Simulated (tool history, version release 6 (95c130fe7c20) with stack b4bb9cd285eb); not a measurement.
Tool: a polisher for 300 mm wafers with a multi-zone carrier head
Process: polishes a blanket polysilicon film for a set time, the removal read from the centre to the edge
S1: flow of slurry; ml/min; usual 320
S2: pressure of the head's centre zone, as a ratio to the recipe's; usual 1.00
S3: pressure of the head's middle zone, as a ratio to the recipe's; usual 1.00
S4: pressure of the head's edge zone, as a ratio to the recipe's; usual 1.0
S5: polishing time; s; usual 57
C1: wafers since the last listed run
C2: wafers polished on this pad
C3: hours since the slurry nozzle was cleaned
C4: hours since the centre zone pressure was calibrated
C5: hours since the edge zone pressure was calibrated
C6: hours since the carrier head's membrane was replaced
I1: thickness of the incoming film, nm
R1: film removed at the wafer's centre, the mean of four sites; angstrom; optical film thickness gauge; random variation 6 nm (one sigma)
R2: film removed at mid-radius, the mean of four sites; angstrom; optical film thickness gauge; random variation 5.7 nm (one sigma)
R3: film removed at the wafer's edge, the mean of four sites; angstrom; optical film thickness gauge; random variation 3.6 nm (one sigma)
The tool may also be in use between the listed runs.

run 1 hour=0.0 | S1=250 S2=0.96 S3=1.00 S4=1.0 S5=57 | C1=0 C2=1185 C3=289.1 C4=39.4 C5=331.9 C6=1212.5 | I1=1292.5 | R1=4730 R2=4862 R3=4847
run 2 hour=49.3 | S1=250 S2=0.96 S3=1.00 S4=1.0 S5=57 | C1=301 C2=1486 C3=338.4 C4=88.7 C5=381.2 C6=1261.8 | I1=1296.0 | R1=4606 R2=4808 R3=4911
run 3 hour=84.6 | S1=320 S2=1.00 S3=1.00 S4=1.0 S5=57 | C1=215 C2=1702 C3=373.7 C4=124.0 C5=416.5 C6=1297.1 | I1=1288.0 | R1=4761 R2=4943 R3=5024
run 4 hour=124.9 | S1=320 S2=0.96 S3=1.00 S4=0.9 S5=39 | C1=246 C2=1948 C3=414.0 C4=164.3 C5=456.8 C6=1337.4 | I1=1280.6 | R1=3144 R2=3352 R3=3231
-- hour=166.4 worn pad replaced by a new one
run 5 hour=192.2 | S1=320 S2=1.00 S3=1.00 S4=1.0 S5=57 | C1=386 C2=157 C3=481.3 C4=231.6 C5=524.1 C6=1404.7 | I1=1293.6 | R1=4985 R2=5110 R3=5146
run 6 hour=234.6 | S1=320 S2=1.12 S3=1.00 S4=1.0 S5=42 | C1=259 C2=416 C3=523.7 C4=274.0 C5=566.5 C6=1447.1 | I1=1298.7 | R1=3747 R2=3720 R3=3757
run 7 hour=287.2 | S1=290 S2=1.07 S3=1.00 S4=1.0 S5=42 | C1=321 C2=738 C3=576.3 C4=326.6 C5=619.1 C6=1499.7 | I1=1300.7 | R1=3557 R2=3633 R3=3698
-- hour=321.9 carrier head's membrane replaced by a new one
run 8 hour=344.6 | S1=320 S2=1.00 S3=1.00 S4=1.0 S5=57 | C1=320 C2=1058 C3=633.7 C4=384.0 C5=676.5 C6=22.7 | I1=1271.0 | R1=4568 R2=4964 R3=5002
run 9 hour=369.5 | S1=320 S2=0.90 S3=1.00 S4=1.0 S5=66 | C1=152 C2=1210 C3=658.6 C4=408.9 C5=701.4 C6=47.6 | I1=1311.5 | R1=5026 R2=5807 R3=5715
run 10 hour=418.4 | S1=320 S2=1.07 S3=1.00 S4=1.0 S5=57 | C1=298 C2=1509 C3=707.5 C4=457.8 C5=750.3 C6=96.5 | I1=1282.0 | R1=4776 R2=4887 R3=4879
run 11 hour=462.8 | S1=270 S2=1.00 S3=0.89 S4=1.0 S5=57 | C1=271 C2=1780 C3=751.9 C4=502.2 C5=794.7 C6=140.9 | I1=1286.7 | R1=4450 R2=4376 R3=4942
-- hour=491.5 worn pad replaced by a new one
run 12 hour=496.9 | S1=230 S2=1.00 S3=0.96 S4=1.0 S5=57 | C1=183 C2=32 C3=786.0 C4=536.3 C5=828.8 C6=175.0 | I1=1314.0 | R1=4565 R2=4835 R3=5076
-- hour=525.2 edge zone pressure recalibrated
run 13 hour=532.8 | S1=320 S2=1.00 S3=1.00 S4=1.0 S5=57 | C1=207 C2=240 C3=821.9 C4=572.2 C5=7.6 C6=210.9 | I1=1282.8 | R1=4659 R2=5005 R3=5113
-- hour=549.0 centre zone pressure recalibrated
-- hour=550.2 slurry nozzle cleaned
run 14 hour=597.1 | S1=320 S2=1.00 S3=1.00 S4=1.0 S5=57 | C1=374 C2=614 C3=46.9 C4=48.1 C5=71.9 C6=275.2 | I1=1283.0 | R1=5049 R2=4973 R3=5054

Run 15 comes next. What will it give?
run 15 hour=634.9 | S1=390 S2=0.91 S3=1.00 S4=1.0 S5=48 | C1=231 C2=845 C3=84.7 C4=85.9 C5=109.7 C6=313.0 | I1=1271.9 | R1=? R2=? R3=?

Run 15 gave R1 4031 angstrom, R2 4253 angstrom, R3 4266 angstrom.
Without the tool's hidden state the same run would have given R1 4202 angstrom, R2 4439 angstrom, R3 4452 angstrom.

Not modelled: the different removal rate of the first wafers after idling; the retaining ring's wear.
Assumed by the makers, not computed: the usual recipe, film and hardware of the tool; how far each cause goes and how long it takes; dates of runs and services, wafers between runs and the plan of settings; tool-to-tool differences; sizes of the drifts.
